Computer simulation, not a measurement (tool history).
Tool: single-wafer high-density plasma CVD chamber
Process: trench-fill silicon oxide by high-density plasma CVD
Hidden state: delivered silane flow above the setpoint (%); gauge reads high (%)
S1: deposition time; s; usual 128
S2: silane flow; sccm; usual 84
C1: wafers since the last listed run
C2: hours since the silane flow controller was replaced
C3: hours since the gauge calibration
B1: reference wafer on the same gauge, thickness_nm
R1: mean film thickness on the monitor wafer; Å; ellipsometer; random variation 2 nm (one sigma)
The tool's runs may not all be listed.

run,hour,S1,S2,C1,C2,C3,B1,R1
1,0,111,84,0,3231,499.8,1200.384,9603.3
# hour 6.2: gauge calibrated
2,16.2,111,84,191,3247.2,10,1200.476,9617.3
3,33.7,111,84,206,3264.7,27.5,1199.738,9621
4,44.1,128,84,122,3275.1,37.9,1200.041,11141.92
5,60.5,128,84,193,3291.5,54.3,1200.247,11105.71
6,68.7,128,84,96,3299.7,62.5,1199.437,11134.4
7,80.7,128,84,141,3311.7,74.5,1199.607,11129.01
8,97.3,122,84,196,3328.3,91.1,1199.423,10619.19
9,106,122,84,102,3337,99.8,1200.999,10620.2
10,115.2,122,84,108,3346.2,109,1199.99,10607.8
11,124.8,143,84,113,3355.8,118.6,1200.22,12471.45
12,142,141,81,203,3373,135.8,1200.173,11884.44
13,154.2,141,81,144,3385.2,148,1200.237,11893.88
14,164.7,114,84,123,3395.7,158.5,1200.253,9946.89
# hour 198: silane flow controller replaced
15,199.2,128,84,312,1.2,193,1200.273,10703.57
16,217.1,128,84,211,19.1,210.9,1200.313,10669.49
17,231.9,128,84,174,33.9,225.7,1199.433,10708.64
18,243.9,128,84,141,45.9,237.7,1199.521,10699.51
19,250.4,128,77,76,52.4,244.2,1199.654,9835.84
20,265.4,128,77,177,67.4,259.2,1199.19,9858.82
21,272.3,139,84,81,74.3,266.1,1200.226,11601.47
22,288.5,139,84,191,90.5,282.3,1200.003,11596.44
23,295.7,128,84,85,97.7,289.5,1200.332,10657.87
24,307.3,148,93,136,109.3,301.1,1200.351,13676.55
25,319.7,128,84,146,121.7,313.5,1200.561,10712.04
26,327,149,69,86,129,320.8,1200.554,10293.67
27,335.4,146,75,99,137.4,329.2,1199.49,10959.73
28,346.9,116,90,135,148.9,340.7,1199.917,10339.51
29,362.8,151,90,187,164.8,356.6,1199.879,13468.65
30,374.4,103,84,136,176.4,368.2,1199.838,8593.95
31,389.5,128,84,178,191.5,383.3,1199.681,10685.12
32,436.7,128,74,557,238.7,430.5,1200.365,9441.1
33,446.9,106,84,120,248.9,440.7,1200.192,8861.81
34,458.3,110,88,134,260.3,452.1,1199.756,9648.38
35,474,147,84,185,276,467.8,1199.795,12281.37
36,483.2,128,84,108,285.2,477,1200.249,10744.33
37,497.2,128,84,165,299.2,491,1200.464,10709.68
# hour 513.1: gauge calibrated
38,513.8,128,84,196,315.8,0.7,1200.36,10719
39,527.4,141,100,160,329.4,14.3,1200.171,13950.18
40,545.3,111,84,211,347.3,32.2,1199.486,9329.56
41,551.4,111,91,72,353.4,38.3,1199.569,10045.86
42,599.8,151,84,571,401.8,86.7,1199.926,12665.94
43,607.2,146,75,87,409.2,94.1,1199.581,10946.43
44,625.1,128,84,211,427.1,112,1200.302,10738.45
45,636.4,128,84,133,438.4,123.3,1200.861,10735
46,653,128,88,196,455,139.9,1200.643,11222.43

The tool's hidden state at each run:
gauge reads high (%): 0 in every run
H1: delivered silane flow above the setpoint (%)
run,H1
1,3.86
2,3.91
3,3.95
4,3.98
5,4.02
6,4.04
7,4.07
8,4.12
9,4.14
10,4.16
11,4.19
12,4.23
13,4.27
14,4.29
15,-0.0329
16,-0.0328
17,-0.0325
18,-0.0321
19,-0.0318
20,-0.0311
21,-0.0307
22,-0.0297
23,-0.0292
24,-0.0282
25,-0.0271
26,-0.0264
27,-0.0255
28,-0.0242
29,-0.0222
30,-0.0207
31,-0.0185
32,-0.0105
33,-0.00851
34,-0.00623
35,-0.00291
36,-0.000877
37,0.00235
38,0.00637
39,0.00982
40,0.0146
41,0.0163
42,0.0307
43,0.033
44,0.0389
45,0.0428
46,0.0486

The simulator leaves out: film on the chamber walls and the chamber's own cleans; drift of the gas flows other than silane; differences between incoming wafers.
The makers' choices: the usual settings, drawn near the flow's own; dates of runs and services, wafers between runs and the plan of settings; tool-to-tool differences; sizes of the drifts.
